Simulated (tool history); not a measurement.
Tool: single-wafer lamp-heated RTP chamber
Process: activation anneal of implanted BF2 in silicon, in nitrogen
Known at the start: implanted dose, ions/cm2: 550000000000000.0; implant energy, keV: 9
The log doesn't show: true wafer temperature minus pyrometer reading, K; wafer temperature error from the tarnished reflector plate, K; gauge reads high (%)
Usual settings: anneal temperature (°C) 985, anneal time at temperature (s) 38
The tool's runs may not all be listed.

run	hour	anneal temperature (°C)	anneal time at temperature (s)	wafers since the last listed run	wafers since the last pyrometer calibration	wafers since the reflector plate was cleaned	hours since the gauge calibration	read-back reference wafer on the same gauge, sheet resistance	sheet resistance of the implanted and annealed layer (ohm/square)
1	0	985	38	0	2142	2257	154.3	318.09	295.1
2	63.3	985	38	1302	3445	3560	217.6	318.57	294.39
# hour 178.6: pyrometer window cleaned and pyrometer calibrated
3	200.3	998	32	2655	446	6215	354.6	318.16	282.74
# hour 260.5: reflector plate cleaned
4	270.9	985	38	1288	1735	214	425.2	318.26	293.59
5	332.3	985	38	1263	2998	1478	486.6	318.49	292.66
6	360.6	985	38	582	3581	2061	514.9	317.77	293.38
# hour 435.3: pyrometer window cleaned and pyrometer calibrated
7	538.8	985	38	3503	2131	5564	693.1	318.26	296
8	586.9	985	38	989	3121	6554	741.2	317.85	293.83
9	613.7	985	38	551	3672	7105	768	317.81	295.67
# hour 663.3: reflector plate cleaned
10	668.2	985	38	957	4629	101	822.5	318.7	294.73
# hour 714.2: pyrometer window cleaned and pyrometer calibrated
11	735.5	985	38	1220	437	1321	889.8	318.19	296.18
12	883	966	24	3035	3473	4357	1037.3	317.69	359.87
13	945.2	961	57	1280	4753	5637	1099.5	318.46	319.59
# hour 957.6: pyrometer window cleaned and pyrometer calibrated
# hour 999.1: gauge calibrated
14	1013.8	1007	57	1247	1156	6884	14.7	317.8	256.61
# hour 1027.5: reflector plate cleaned
15	1048.4	966	31	547	1703	430	49.3	318.1	341.34
16	1100.4	962	19	1070	2774	1500	101.3	317.62	389.06
17	1136.1	985	38	734	3508	2235	137	318.38	294.61
18	1175.6	985	38	812	4321	3048	176.5	318.3	294.39
# hour 1185.1: pyrometer window cleaned and pyrometer calibrated
19	1246.2	998	51	1288	1258	4336	247.1	318.27	270.38
20	1277.1	993	61	635	1894	4972	278	318.05	270.51

The tool's hidden state at each run:
true wafer temperature minus pyrometer reading, K: 0 in every run
wafer temperature error from the tarnished reflector plate, K: 0 in every run
gauge reads high (%): 0 in every run
